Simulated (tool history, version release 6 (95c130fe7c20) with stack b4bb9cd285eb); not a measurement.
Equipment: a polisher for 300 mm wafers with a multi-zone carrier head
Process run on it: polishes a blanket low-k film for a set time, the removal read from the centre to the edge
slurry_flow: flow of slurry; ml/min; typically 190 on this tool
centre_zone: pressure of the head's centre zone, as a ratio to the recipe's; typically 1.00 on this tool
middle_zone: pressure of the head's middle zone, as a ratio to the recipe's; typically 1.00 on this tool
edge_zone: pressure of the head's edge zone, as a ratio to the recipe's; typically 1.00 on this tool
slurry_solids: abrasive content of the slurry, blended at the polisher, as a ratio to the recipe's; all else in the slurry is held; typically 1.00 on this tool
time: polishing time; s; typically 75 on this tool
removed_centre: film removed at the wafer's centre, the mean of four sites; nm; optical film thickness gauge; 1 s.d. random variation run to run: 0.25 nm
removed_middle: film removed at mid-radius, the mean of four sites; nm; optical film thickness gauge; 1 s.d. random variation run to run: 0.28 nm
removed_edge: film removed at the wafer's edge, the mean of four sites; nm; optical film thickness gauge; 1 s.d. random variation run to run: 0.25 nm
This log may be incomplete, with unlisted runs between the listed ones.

run   hour  slurry_flow  centre_zone  middle_zone  edge_zone  slurry_solids  time  incoming thickness of the incoming film, nm  removed_centre  removed_middle  removed_edge
  1    0.0          190         1.00         1.00       1.00           1.00    75                                        719.6            24.3            22.0          20.9
  2   15.3          160         1.00         1.00       1.00           1.00    75                                        718.2            23.6            20.6          20.8
      21.7  -- worn pad replaced by a new one
  3   26.0          160         1.00         1.00       1.00           1.00    75                                        718.1            23.5            20.8          20.3
  4   39.6          160         1.00         1.00       1.00           1.00    75                                        713.9            23.3            20.9          20.8
  5   46.6          190         1.00         1.00       1.00           1.00    75                                        716.9            23.5            21.4          21.1
  6   60.0          190         1.00         1.00       1.00           1.00    75                                        729.0            24.0            21.2          20.9
  7   92.8          240         1.00         1.00       1.00           1.15    75                                        731.4            26.4            22.6          22.6
      98.0  -- slurry nozzle cleaned
     104.1  -- worn pad replaced by a new one
     122.7  -- edge zone pressure recalibrated
  8  146.6          190         1.00         1.00       1.00           1.00    75                                        723.1            24.7            21.3          21.0
  9  161.9          190         1.00         1.00       1.00           1.00    75                                        719.2            24.4            21.5          21.0
 10  168.6          190         1.08         0.88       1.08           1.00    75                                        716.6            26.6            19.3          21.8
     174.1  -- centre zone pressure recalibrated
 11  179.9          215         1.00         1.00       1.00           1.00    62                                        734.8            18.5            17.7          17.6
     192.6  -- worn pad replaced by a new one
 12  195.3          190         1.00         1.00       1.06           0.85    75                                        718.6            20.9            20.6          20.4
     201.5  -- carrier head's membrane replaced by a new one
 13  204.1          190         1.00         1.00       1.00           1.00    75                                        723.1            22.2            21.5          20.8
 14  217.6          190         1.00         1.00       1.00           1.00    75                                        719.1            22.2            21.0          20.8
 15  234.4          155         1.00         1.00       0.93           1.10    75                                        733.7            22.8            21.4          20.6
 16  247.9          190         0.92         1.00       1.00           1.00    75                                        732.6            20.9            21.7          20.7
 17  265.6          190         1.00         0.89       1.00           1.00    75                                        709.4            23.4            19.9          21.0
     275.0  -- worn pad replaced by a new one
 18  275.5          190         1.00         0.96       1.00           1.25    75                                        710.3            25.1            22.3          22.8
 19  280.6          190         1.00         1.00       1.00           1.00    75                                        718.4            23.4            21.3          21.4
 20  289.9          190         1.05         1.00       1.00           1.20    75                                        710.1            26.3            23.2          22.2
 21  297.7          190         1.00         1.00       0.91           1.00    75                                        714.3            23.9            21.3          20.2

Below, some changes in removed_centre between adjacent runs. For each, the amount present without the hidden state too (settings, incoming material, random variation) and the amount remaining for the hidden state with gauge scatter not shared by both compared results:
Unlogged tool condition in this case: removal rate lost through wear of the pad, %; slurry flow missing at the pad, %; deviation of the centre zone's pressure from its setpoint, %; deviation of the edge zone's pressure from its setpoint, %.
Run 10 -> 11: slurry_flow 190 -> 215, centre_zone 1.08 -> 1.00, middle_zone 0.88 -> 1.00, edge_zone 1.08 -> 1.00, time 75 -> 62, centre zone pressure recalibrated. removed_centre -8.1 nm: hidden state -2.9, all else -5.2.
Run 16 -> 17: centre_zone 0.92 -> 1.00, middle_zone 1.00 -> 0.89. removed_centre +2.5 nm: hidden state +0.4, all else +2.1.
Run 19 -> 20: centre_zone 1.00 -> 1.05, slurry_solids 1.00 -> 1.20. removed_centre +2.9 nm: hidden state +0.3, all else +2.6.

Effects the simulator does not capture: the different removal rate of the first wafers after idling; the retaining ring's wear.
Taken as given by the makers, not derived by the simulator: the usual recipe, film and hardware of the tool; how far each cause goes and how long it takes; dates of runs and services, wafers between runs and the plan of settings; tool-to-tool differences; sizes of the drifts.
